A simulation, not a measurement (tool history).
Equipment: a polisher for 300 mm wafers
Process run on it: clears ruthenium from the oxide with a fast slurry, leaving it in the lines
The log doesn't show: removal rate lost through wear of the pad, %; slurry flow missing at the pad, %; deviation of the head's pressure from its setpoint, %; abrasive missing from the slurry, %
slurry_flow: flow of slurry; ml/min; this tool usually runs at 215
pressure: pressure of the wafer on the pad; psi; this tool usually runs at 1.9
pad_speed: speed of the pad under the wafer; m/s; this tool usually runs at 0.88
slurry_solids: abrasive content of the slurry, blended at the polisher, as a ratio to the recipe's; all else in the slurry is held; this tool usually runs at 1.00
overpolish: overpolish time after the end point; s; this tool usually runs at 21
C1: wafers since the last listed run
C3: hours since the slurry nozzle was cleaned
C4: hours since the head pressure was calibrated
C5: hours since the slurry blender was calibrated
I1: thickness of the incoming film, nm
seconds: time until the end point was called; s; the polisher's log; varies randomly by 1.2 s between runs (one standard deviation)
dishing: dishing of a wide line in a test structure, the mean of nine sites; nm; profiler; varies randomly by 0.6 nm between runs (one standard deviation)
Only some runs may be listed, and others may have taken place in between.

Run 1, hour 0.0: usual settings but slurry_flow 180 ml/min; C1 0; wafers polished on this pad 273; C3 437.7; C4 824.2; C5 320.7; I1 163.5. Result: seconds 74.3 s, dishing 34.2 nm.
Run 2, hour 56.2: usual settings; C1 569; wafers polished on this pad 842; C3 493.9; C4 880.4; C5 376.9; I1 160.6. Result: seconds 71.1 s, dishing 35.4 nm.
Run 3, hour 120.6: usual settings; C1 652; wafers polished on this pad 1494; C3 558.3; C4 944.8; C5 441.3; I1 162.3. Result: seconds 75.9 s, dishing 34.6 nm.
Run 4, hour 146.2: usual settings but slurry_flow 155 ml/min, pad_speed 1.02 m/s; C1 259; wafers polished on this pad 1753; C3 583.9; C4 970.4; C5 466.9; I1 162.3. Result: seconds 69.7 s, dishing 36.8 nm.
Run 5, hour 202.8: usual settings but pressure 2.1 psi; C1 573; wafers polished on this pad 2326; C3 640.5; C4 1027.0; C5 523.5; I1 160.3. Result: seconds 68.3 s, dishing 37.1 nm.
At hour 213.9: slurry nozzle cleaned.
At hour 230.3: slurry blender recalibrated.
Run 6, hour 239.0: usual settings; C1 336; wafers polished on this pad 2663; C3 25.1; C4 1063.2; C5 8.7; I1 163.5. Result: seconds 70.8 s, dishing 36.3 nm.
Run 7, hour 268.5: usual settings but pressure 2.2 psi; C1 298; wafers polished on this pad 2961; C3 54.6; C4 1092.7; C5 38.2; I1 161.9. Result: seconds 61.3 s, dishing 40.4 nm.
Run 8, hour 297.2: usual settings but pressure 2.6 psi, slurry_solids 1.30; C1 290; wafers polished on this pad 3252; C3 83.3; C4 1121.4; C5 66.9; I1 159.2. Result: seconds 45.9 s, dishing 52.1 nm.
Run 9, hour 340.2: usual settings but slurry_flow 185 ml/min, pressure 2.2 psi, pad_speed 1.02 m/s; C1 435; wafers polished on this pad 3687; C3 126.3; C4 1164.4; C5 109.9; I1 159.7. Result: seconds 55.6 s, dishing 44.7 nm.
Run 10, hour 409.5: usual settings but pressure 1.3 psi, pad_speed 1.02 m/s, slurry_solids 1.25, overpolish 10 s; C1 701; wafers polished on this pad 4389; C3 195.6; C4 1233.7; C5 179.2; I1 160.7. Result: seconds 86.3 s, dishing 15.5 nm.
Run 11, hour 453.3: usual settings but pressure 2.2 psi, pad_speed 1.00 m/s, slurry_solids 1.20; C1 443; wafers polished on this pad 4832; C3 239.4; C4 1277.5; C5 223.0; I1 159.3. Result: seconds 51.8 s, dishing 46.7 nm.
Run 12, hour 506.7: usual settings but pressure 1.7 psi, overpolish 24 s; C1 540; wafers polished on this pad 5373; C3 292.8; C4 1330.9; C5 276.4; I1 162.8. Result: seconds 80.3 s, dishing 36.6 nm.
At hour 551.6: worn pad replaced by a new one.
Run 13, hour 560.8: usual settings; C1 507; wafers polished on this pad 92; C3 346.9; C4 1385.0; C5 330.5; I1 158.9. Result: seconds 73.0 s, dishing 36.6 nm.
Run 14, hour 611.9: usual settings but slurry_flow 270 ml/min, slurry_solids 1.25; C1 517; wafers polished on this pad 610; C3 398.0; C4 1436.1; C5 381.6; I1 157.9. Result: seconds 61.6 s, dishing 38.5 nm.
At hour 634.3: head pressure recalibrated.
Run 15, hour 636.0: usual settings; C1 223; wafers polished on this pad 833; C3 422.1; C4 1.7; C5 405.7; I1 161.7. Result: seconds 72.6 s, dishing 36.7 nm.
Run 16, hour 685.1: usual settings; C1 497; wafers polished on this pad 1331; C3 471.2; C4 50.8; C5 454.8; I1 162.1. Result: seconds 73.1 s, dishing 34.7 nm.
At hour 710.4: slurry blender recalibrated.
Run 17, hour 750.0: usual settings; C1 636; wafers polished on this pad 1968; C3 536.1; C4 115.7; C5 39.6; I1 160.1. Result: seconds 70.9 s, dishing 35.5 nm.
Run 18, hour 782.5: usual settings but pad_speed 0.98 m/s; C1 329; wafers polished on this pad 2297; C3 568.6; C4 148.2; C5 72.1; I1 160.9. Result: seconds 69.0 s, dishing 36.7 nm.
Run 19, hour 817.3: usual settings but slurry_flow 250 ml/min, pad_speed 0.96 m/s, overpolish 30 s; C1 352; wafers polished on this pad 2649; C3 603.4; C4 183.0; C5 106.9; I1 159.4. Result: seconds 67.7 s, dishing 49.8 nm.
Run 20, hour 888.2: usual settings but overpolish 25 s; C1 717; wafers polished on this pad 3367; C3 674.3; C4 253.9; C5 177.8; I1 160.0. Result: seconds 76.0 s, dishing 40.6 nm.
At hour 899.2: slurry nozzle cleaned.
Run 21, hour 942.2: usual settings but pressure 2.1 psi, pad_speed 0.74 m/s; C1 536; wafers polished on this pad 3903; C3 43.0; C4 307.9; C5 231.8; I1 162.0. Result: seconds 71.7 s, dishing 36.7 nm.
Run 22, hour 1012.3: usual settings; C1 709; wafers polished on this pad 4613; C3 113.1; C4 378.0; C5 301.9; I1 161.1. Result: seconds 69.4 s, dishing 36.2 nm.
Run 23, hour 1055.0: usual settings but pad_speed 0.74 m/s; C1 432; wafers polished on this pad 5046; C3 155.8; C4 420.7; C5 344.6; I1 160.2. Result: seconds 76.2 s, dishing 34.1 nm.
At hour 1123.2: worn pad replaced by a new one.
Run 24, hour 1126.1: usual settings but slurry_flow 150 ml/min, slurry_solids 1.15, overpolish 12 s; C1 679; wafers polished on this pad 29; C3 226.9; C4 491.8; C5 415.7; I1 158.6. Result: seconds 69.7 s, dishing 22.6 nm.
Run 25, hour 1169.7: usual settings; C1 441; wafers polished on this pad 470; C3 270.5; C4 535.4; C5 459.3; I1 159.0. Result: seconds 69.4 s, dishing 36.8 nm.
At hour 1208.2: slurry blender recalibrated.
Run 26, hour 1210.4: usual settings but slurry_flow 155 ml/min, pad_speed 0.66 m/s, slurry_solids 1.10, overpolish 33 s; C1 391; wafers polished on this pad 862; C3 311.2; C4 576.1; C5 2.2; I1 160.1. Result: seconds 85.0 s, dishing 44.9 nm.
Run 27, hour 1281.9: usual settings; C1 723; wafers polished on this pad 1586; C3 382.7; C4 647.6; C5 73.7; I1 157.2. Result: seconds 67.8 s, dishing 36.9 nm.

What differs in the tool's unlogged condition from the final listed run ahead of each entry between runs to the first listed run following it?
In the gap between runs 5 and 6: slurry nozzle cleaned (hour 213.9); slurry blender recalibrated (hour 230.3)
  slurry flow missing at the pad, %: 38.1 -> 4.44
  measured less the result without the state, seconds: +3.8 -> +0.3 s; dishing: -1.8 -> -0.1 nm
In the gap between runs 12 and 13: worn pad replaced by a new one (hour 551.6)
  slurry flow missing at the pad, %: 10.5 -> 12.9
  measured less the result without the state, seconds: +0.9 -> +1.1 s; dishing: -0.3 -> -0.4 nm
In the gap between runs 14 and 15: head pressure recalibrated (hour 634.3)
  slurry flow missing at the pad, %: 15.6 -> 17
  measured less the result without the state, seconds: +0.9 -> +1.5 s; dishing: -0.5 -> -0.6 nm
In the gap between runs 16 and 17: slurry blender recalibrated (hour 710.4)
  slurry flow missing at the pad, %: 20.2 -> 24.8
  measured less the result without the state, seconds: +1.8 -> +2.2 s; dishing: -0.7 -> -0.9 nm
In the gap between runs 20 and 21: slurry nozzle cleaned (hour 899.2)
  slurry flow missing at the pad, %: 36.7 -> 0.246
  measured less the result without the state, seconds: +4.0 -> +0.0 s; dishing: -1.8 -> +0.0 nm
In the gap between runs 23 and 24: worn pad replaced by a new one (hour 1123.2)
  slurry flow missing at the pad, %: 1.84 -> 3.77
  measured less the result without the state, seconds: +0.1 -> +0.4 s; dishing: -0.1 -> -0.1 nm
In the gap between runs 25 and 26: slurry blender recalibrated (hour 1208.2)
  slurry flow missing at the pad, %: 5.31 -> 6.99
  measured less the result without the state, seconds: +0.4 -> +0.8 s; dishing: -0.1 -> -0.3 nm
